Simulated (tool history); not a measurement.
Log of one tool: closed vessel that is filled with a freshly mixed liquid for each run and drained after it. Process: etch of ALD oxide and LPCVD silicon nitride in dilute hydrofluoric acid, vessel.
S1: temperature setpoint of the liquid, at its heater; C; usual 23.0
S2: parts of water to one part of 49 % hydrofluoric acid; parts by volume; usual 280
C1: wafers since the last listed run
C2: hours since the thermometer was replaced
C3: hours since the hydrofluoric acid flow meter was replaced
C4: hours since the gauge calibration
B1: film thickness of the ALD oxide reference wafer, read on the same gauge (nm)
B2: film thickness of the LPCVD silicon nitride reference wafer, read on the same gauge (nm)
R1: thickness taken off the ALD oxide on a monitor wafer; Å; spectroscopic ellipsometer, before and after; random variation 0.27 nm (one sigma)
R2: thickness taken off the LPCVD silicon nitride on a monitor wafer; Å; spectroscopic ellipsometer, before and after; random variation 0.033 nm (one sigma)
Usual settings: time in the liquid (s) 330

run 1 hour=0.0 | S1=23.0 S2=280 time_in_the_liquid_(s)=330 | C1=0 C2=1942.0 C3=610.8 C4=146.7 | B1=130.03 B2=119.991 | R1=380.8 R2=4.40
run 2 hour=7.9 | S1=23.0 S2=280 time_in_the_liquid_(s)=330 | C1=641 C2=1949.9 C3=618.7 C4=154.6 | B1=130.01 B2=120.008 | R1=377.4 R2=4.68
run 3 hour=16.8 | S1=23.0 S2=280 time_in_the_liquid_(s)=235 | C1=722 C2=1958.8 C3=627.6 C4=163.5 | B1=130.00 B2=120.025 | R1=272.0 R2=4.15
run 4 hour=33.7 | S1=23.0 S2=280 time_in_the_liquid_(s)=235 | C1=1372 C2=1975.7 C3=644.5 C4=180.4 | B1=130.01 B2=120.006 | R1=269.5 R2=3.58
run 5 hour=42.7 | S1=23.0 S2=280 time_in_the_liquid_(s)=330 | C1=730 C2=1984.7 C3=653.5 C4=189.4 | B1=129.99 B2=120.002 | R1=380.8 R2=4.43
run 6 hour=54.3 | S1=23.0 S2=280 time_in_the_liquid_(s)=330 | C1=942 C2=1996.3 C3=665.1 C4=201.0 | B1=129.99 B2=120.007 | R1=389.6 R2=5.60
run 7 hour=61.8 | S1=23.0 S2=280 time_in_the_liquid_(s)=330 | C1=609 C2=2003.8 C3=672.6 C4=208.5 | B1=130.00 B2=119.997 | R1=389.2 R2=5.50
run 8 hour=70.7 | S1=23.0 S2=280 time_in_the_liquid_(s)=330 | C1=722 C2=2012.7 C3=681.5 C4=217.4 | B1=130.02 B2=120.016 | R1=384.9 R2=5.07
run 9 hour=84.8 | S1=23.0 S2=280 time_in_the_liquid_(s)=330 | C1=1145 C2=2026.8 C3=695.6 C4=231.5 | B1=130.02 B2=120.029 | R1=386.2 R2=5.12
run 10 hour=91.2 | S1=23.0 S2=280 time_in_the_liquid_(s)=330 | C1=519 C2=2033.2 C3=702.0 C4=237.9 | B1=129.98 B2=120.016 | R1=386.5 R2=5.61
-- hour=101.4 gauge calibrated
run 11 hour=143.2 | S1=23.0 S2=280 time_in_the_liquid_(s)=330 | C1=4223 C2=2085.2 C3=754.0 C4=41.8 | B1=130.00 B2=119.997 | R1=389.8 R2=5.95
-- hour=151.8 hydrofluoric acid flow meter replaced
run 12 hour=156.2 | S1=26.0 S2=315 time_in_the_liquid_(s)=250 | C1=974 C2=2098.2 C3=4.4 C4=54.8 | B1=130.01 B2=120.019 | R1=243.5 R2=3.78
-- hour=159.7 thermometer replaced
run 13 hour=170.5 | S1=23.0 S2=280 time_in_the_liquid_(s)=330 | C1=1080 C2=10.8 C3=18.7 C4=69.1 | B1=130.01 B2=119.976 | R1=344.2 R2=4.99
run 14 hour=178.5 | S1=20.5 S2=190 time_in_the_liquid_(s)=155 | C1=649 C2=18.8 C3=26.7 C4=77.1 | B1=129.99 B2=119.977 | R1=233.6 R2=2.90
run 15 hour=191.2 | S1=26.0 S2=280 time_in_the_liquid_(s)=485 | C1=1031 C2=31.5 C3=39.4 C4=89.8 | B1=129.97 B2=119.957 | R1=553.0 R2=8.90
run 16 hour=199.8 | S1=26.0 S2=175 time_in_the_liquid_(s)=220 | C1=698 C2=40.1 C3=48.0 C4=98.4 | B1=130.00 B2=120.006 | R1=453.3 R2=6.58
run 17 hour=207.5 | S1=26.0 S2=140 time_in_the_liquid_(s)=330 | C1=625 C2=47.8 C3=55.7 C4=106.1 | B1=130.02 B2=119.994 | R1=878.2 R2=11.61
run 18 hour=217.7 | S1=20.0 S2=355 time_in_the_liquid_(s)=450 | C1=828 C2=58.0 C3=65.9 C4=116.3 | B1=130.02 B2=120.017 | R1=311.2 R2=4.80
run 19 hour=234.2 | S1=28.0 S2=175 time_in_the_liquid_(s)=330 | C1=1340 C2=74.5 C3=82.4 C4=132.8 | B1=130.00 B2=120.015 | R1=737.5 R2=11.08
run 20 hour=244.8 | S1=28.0 S2=205 time_in_the_liquid_(s)=220 | C1=860 C2=85.1 C3=93.0 C4=143.4 | B1=130.00 B2=120.018 | R1=402.5 R2=7.15
run 21 hour=252.6 | S1=23.0 S2=280 time_in_the_liquid_(s)=330 | C1=633 C2=92.9 C3=100.8 C4=151.2 | B1=130.02 B2=119.986 | R1=352.3 R2=4.21
run 22 hour=293.5 | S1=26.0 S2=315 time_in_the_liquid_(s)=250 | C1=3321 C2=133.8 C3=141.7 C4=192.1 | B1=129.99 B2=119.992 | R1=249.4 R2=3.76

Forecast each of these 5 alternatives for the next run:
run A hour=294.2 | S1=23.0 S2=280 time_in_the_liquid_(s)=330 | C1=56 C2=134.5 C3=142.4 C4=192.8 | B1=? B2=? | R1=? R2=?
run B hour=294.2 | S1=25.0 S2=170 time_in_the_liquid_(s)=330 | C1=56 C2=134.5 C3=142.4 C4=192.8 | B1=? B2=? | R1=? R2=?
run C hour=294.2 | S1=27.5 S2=350 time_in_the_liquid_(s)=170 | C1=56 C2=134.5 C3=142.4 C4=192.8 | B1=? B2=? | R1=? R2=?
run D hour=294.2 | S1=20.0 S2=280 time_in_the_liquid_(s)=385 | C1=56 C2=134.5 C3=142.4 C4=192.8 | B1=? B2=? | R1=? R2=?
run E hour=294.2 | S1=25.0 S2=280 time_in_the_liquid_(s)=525 | C1=56 C2=134.5 C3=142.4 C4=192.8 | B1=? B2=? | R1=? R2=?

run=A B1=129.99 B2=120.007 R1=344.5 R2=4.82
run=B B1=129.99 B2=120.007 R1=683.3 R2=8.97
run=C B1=129.99 B2=120.007 R1=154.7 R2=2.61
run=D B1=129.99 B2=120.007 R1=360.3 R2=4.66
run=E B1=129.99 B2=120.007 R1=588.1 R2=8.68
Without the tool's hidden state the same runs would have given:
run=A R1=332.0 R2=4.69
run=B R1=660.1 R2=8.71
run=C R1=148.8 R2=2.53
run=D R1=347.5 R2=4.53
run=E R1=566.7 R2=8.44

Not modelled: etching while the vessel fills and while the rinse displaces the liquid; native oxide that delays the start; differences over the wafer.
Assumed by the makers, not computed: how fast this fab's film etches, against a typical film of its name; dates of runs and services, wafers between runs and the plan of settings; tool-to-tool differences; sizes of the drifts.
